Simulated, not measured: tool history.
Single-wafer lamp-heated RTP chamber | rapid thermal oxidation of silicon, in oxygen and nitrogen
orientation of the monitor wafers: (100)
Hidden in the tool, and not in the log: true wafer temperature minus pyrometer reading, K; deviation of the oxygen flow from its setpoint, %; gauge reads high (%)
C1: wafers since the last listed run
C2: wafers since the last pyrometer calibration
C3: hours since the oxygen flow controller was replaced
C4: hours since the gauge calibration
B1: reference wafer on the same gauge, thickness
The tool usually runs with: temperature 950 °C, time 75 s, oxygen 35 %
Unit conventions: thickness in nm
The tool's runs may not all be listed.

Run 1, hour 0.0: usual settings; C1 0; C2 431; C3 3737.1; C4 122.8; B1 4.017. Result: thickness 3.631 nm.
Run 2, hour 30.5: usual settings; C1 230; C2 662; C3 3767.6; C4 153.3; B1 4.013. Result: thickness 3.607 nm.
Run 3, hour 59.7: usual settings but time 104 s; C1 220; C2 882; C3 3796.8; C4 182.5; B1 4.019. Result: thickness 4.071 nm.
Run 4, hour 79.8: usual settings but time 99 s, oxygen 19 %; C1 152; C2 1035; C3 3816.9; C4 202.6; B1 4.023. Result: thickness 3.450 nm.
Run 5, hour 107.2: usual settings; C1 207; C2 1242; C3 3844.3; C4 230.0; B1 4.025. Result: thickness 3.606 nm.
Run 6, hour 140.3: usual settings; C1 250; C2 1492; C3 3877.4; C4 263.1; B1 4.025. Result: thickness 3.604 nm.
Run 7, hour 166.6: usual settings; C1 198; C2 1691; C3 3903.7; C4 289.4; B1 4.021. Result: thickness 3.633 nm.
Run 8, hour 181.4: usual settings; C1 111; C2 1803; C3 3918.5; C4 304.2; B1 4.020. Result: thickness 3.597 nm.
Run 9, hour 209.0: usual settings; C1 208; C2 2012; C3 3946.1; C4 331.8; B1 4.021. Result: thickness 3.647 nm.
Run 10, hour 228.1: usual settings; C1 144; C2 2157; C3 3965.2; C4 350.9; B1 4.018. Result: thickness 3.592 nm.
Run 11, hour 246.3: usual settings but time 45 s; C1 137; C2 2294; C3 3983.4; C4 369.1; B1 4.022. Result: thickness 3.114 nm.
Run 12, hour 277.1: usual settings; C1 233; C2 2527; C3 4014.2; C4 399.9; B1 4.023. Result: thickness 3.615 nm.
Run 13, hour 362.7: usual settings but time 104 s; C1 647; C2 3175; C3 4099.8; C4 485.5; B1 4.019. Result: thickness 4.027 nm.
At hour 366.4: gauge calibrated.
Run 14, hour 377.4: usual settings but temperature 921 °C, time 94 s; C1 111; C2 3286; C3 4114.5; C4 11.0; B1 4.026. Result: thickness 3.323 nm.
Run 15, hour 399.2: usual settings; C1 164; C2 3451; C3 4136.3; C4 32.8; B1 4.018. Result: thickness 3.647 nm.
At hour 421.9: pyrometer window cleaned and pyrometer calibrated.
Run 16, hour 422.4: usual settings; C1 115; C2 4; C3 4159.5; C4 56.0; B1 4.022. Result: thickness 3.619 nm.
Run 17, hour 433.0: usual settings but time 109 s, oxygen 17 %; C1 80; C2 84; C3 4170.1; C4 66.6; B1 4.016. Result: thickness 3.471 nm.
Run 18, hour 449.8: usual settings but time 88 s, oxygen 17 %; C1 127; C2 211; C3 4186.9; C4 83.4; B1 4.019. Result: thickness 3.271 nm.
Run 19, hour 461.9: usual settings but temperature 939 °C, time 107 s; C1 91; C2 302; C3 4199.0; C4 95.5; B1 4.017. Result: thickness 3.844 nm.
At hour 473.7: oxygen flow controller replaced.
Run 20, hour 484.2: usual settings but oxygen 25 %; C1 108; C2 411; C3 10.5; C4 117.8; B1 4.018. Result: thickness 3.341 nm.
Run 21, hour 511.9: usual settings but temperature 921 °C, time 94 s; C1 209; C2 620; C3 38.2; C4 145.5; B1 4.014. Result: thickness 3.303 nm.
Run 22, hour 545.3: usual settings; C1 252; C2 873; C3 71.6; C4 178.9; B1 4.016. Result: thickness 3.639 nm.
Run 23, hour 577.1: usual settings but temperature 958 °C; C1 240; C2 1114; C3 103.4; C4 210.7; B1 4.023. Result: thickness 3.799 nm.
Run 24, hour 611.2: usual settings but temperature 976 °C, time 54 s; C1 258; C2 1372; C3 137.5; C4 244.8; B1 4.019. Result: thickness 3.733 nm.

Run-by-run hidden state of the tool:
true wafer temperature minus pyrometer reading, K: 0 on each run
deviation of the oxygen flow from its setpoint, %: 0 on each run
gauge reads high (%): 0 on each run
